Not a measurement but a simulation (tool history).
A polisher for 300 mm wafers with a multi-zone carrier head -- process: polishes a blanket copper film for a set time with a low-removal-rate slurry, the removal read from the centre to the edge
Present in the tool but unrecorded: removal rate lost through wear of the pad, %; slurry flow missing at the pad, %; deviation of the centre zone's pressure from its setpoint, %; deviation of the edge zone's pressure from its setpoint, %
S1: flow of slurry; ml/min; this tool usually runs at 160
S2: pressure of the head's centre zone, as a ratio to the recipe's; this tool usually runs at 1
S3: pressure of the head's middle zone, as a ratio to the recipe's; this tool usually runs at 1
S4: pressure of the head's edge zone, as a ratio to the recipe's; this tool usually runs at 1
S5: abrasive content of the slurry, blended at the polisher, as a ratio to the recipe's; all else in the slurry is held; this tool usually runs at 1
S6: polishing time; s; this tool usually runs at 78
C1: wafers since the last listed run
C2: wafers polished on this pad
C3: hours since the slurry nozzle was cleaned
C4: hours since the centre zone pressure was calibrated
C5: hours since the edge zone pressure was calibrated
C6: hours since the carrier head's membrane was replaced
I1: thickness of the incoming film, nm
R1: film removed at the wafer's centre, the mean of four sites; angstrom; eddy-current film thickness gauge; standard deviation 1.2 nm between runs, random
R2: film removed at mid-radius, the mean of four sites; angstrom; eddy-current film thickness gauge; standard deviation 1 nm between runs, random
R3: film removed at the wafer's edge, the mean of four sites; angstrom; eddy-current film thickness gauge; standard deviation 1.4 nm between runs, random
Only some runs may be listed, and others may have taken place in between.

| run | hour | S1 | S2 | S3 | S4 | S5 | S6 | C1 | C2 | C3 | C4 | C5 | C6 | I1 | R1 | R2 | R3 |
|---|---|---|---|---|---|---|---|---|---|---|---|---|---|---|---|---|---|
| 1 | 0 | 160 | 1 | 1 | 0.97 | 1 | 78 | 0 | 171 | 392.3 | 771.7 | 1151.7 | 408.6 | 731.3 | 1711 | 1700 | 1635 |
| 2 | 34.5 | 160 | 1 | 1 | 1 | 1 | 78 | 274 | 446 | 426.8 | 806.2 | 1186.2 | 443.1 | 723.6 | 1742 | 1704 | 1666 |
| 3 | 54.3 | 160 | 1 | 1 | 1 | 1 | 78 | 157 | 603 | 446.6 | 826 | 1206 | 462.9 | 721.9 | 1750 | 1693 | 1646 |
| 4 | 73.6 | 160 | 1 | 1 | 1 | 1 | 78 | 153 | 757 | 465.9 | 845.3 | 1225.3 | 482.2 | 716 | 1719 | 1705 | 1679 |
|  | 93.7 | centre zone pressure recalibrated |
| 5 | 97 | 160 | 1 | 1 | 1 | 1 | 78 | 170 | 927 | 489.3 | 3.3 | 1248.7 | 505.6 | 732.8 | 1707 | 1694 | 1666 |
|  | 102.1 | worn pad replaced by a new one |
|  | 125.1 | carrier head's membrane replaced by a new one |
| 6 | 129.2 | 160 | 1 | 1 | 1 | 1 | 99 | 184 | 175 | 521.5 | 35.5 | 1280.9 | 4.1 | 727.4 | 2204 | 2168 | 2112 |
| 7 | 164.8 | 160 | 1 | 1 | 1 | 1 | 99 | 283 | 458 | 557.1 | 71.1 | 1316.5 | 39.7 | 719.2 | 2192 | 2159 | 2145 |
| 8 | 178.8 | 160 | 1 | 1 | 1 | 1 | 99 | 111 | 570 | 571.1 | 85.1 | 1330.5 | 53.7 | 725.8 | 2189 | 2165 | 2118 |
| 9 | 192.3 | 190 | 1.04 | 1 | 1.05 | 1 | 78 | 107 | 677 | 584.6 | 98.6 | 1344 | 67.2 | 717.1 | 1846 | 1755 | 1722 |
|  | 199.6 | worn pad replaced by a new one |
| 10 | 205.7 | 160 | 1 | 1 | 1 | 1 | 78 | 74 | 48 | 598 | 112 | 1357.4 | 80.6 | 718.8 | 1748 | 1710 | 1652 |
|  | 210.5 | edge zone pressure recalibrated |
| 11 | 223.6 | 160 | 1 | 0.97 | 0.93 | 0.8 | 61 | 126 | 175 | 615.9 | 129.9 | 13.1 | 98.5 | 733.3 | 1291 | 1230 | 1196 |
| 12 | 244.4 | 160 | 1 | 1.04 | 1.04 | 1 | 78 | 165 | 340 | 636.7 | 150.7 | 33.9 | 119.3 | 715 | 1726 | 1764 | 1689 |
| 13 | 266.3 | 160 | 1 | 1 | 1 | 1.2 | 78 | 174 | 514 | 658.6 | 172.6 | 55.8 | 141.2 | 715.8 | 1793 | 1776 | 1745 |
| 14 | 298.7 | 160 | 1 | 1 | 1 | 1 | 78 | 257 | 772 | 691 | 205 | 88.2 | 173.6 | 721.5 | 1722 | 1709 | 1668 |
|  | 310.1 | worn pad replaced by a new one |
| 15 | 327.5 | 180 | 1 | 1 | 1 | 1 | 78 | 197 | 138 | 719.8 | 233.8 | 117 | 202.4 | 712.4 | 1794 | 1742 | 1687 |
| 16 | 340 | 160 | 1 | 1 | 1 | 1 | 99 | 99 | 237 | 732.3 | 246.3 | 129.5 | 214.9 | 716.7 | 2182 | 2172 | 2118 |
|  | 345 | slurry nozzle cleaned |
| 17 | 411.9 | 160 | 1 | 1 | 1 | 1 | 78 | 564 | 802 | 66.9 | 318.2 | 201.4 | 286.8 | 708.8 | 1727 | 1698 | 1690 |
|  | 431.2 | worn pad replaced by a new one |
| 18 | 434.2 | 160 | 1 | 1.04 | 1 | 1 | 78 | 145 | 23 | 89.2 | 340.5 | 223.7 | 309.1 | 718.5 | 1712 | 1781 | 1673 |
| 19 | 451.8 | 140 | 1 | 1 | 1 | 1 | 89 | 140 | 163 | 106.8 | 358.1 | 241.3 | 326.7 | 721.4 | 1897 | 1875 | 1881 |
| 20 | 480.5 | 160 | 1 | 0.88 | 1 | 1 | 78 | 228 | 392 | 135.5 | 386.8 | 270 | 355.4 | 732.1 | 1732 | 1541 | 1693 |

Exercise: give the hidden state of the tool at every run:
removal rate lost through wear of the pad, %: 0 in every run
slurry flow missing at the pad, %: 0 in every run
deviation of the centre zone's pressure from its setpoint, %: 0 in every run
deviation of the edge zone's pressure from its setpoint, %: 0 in every run
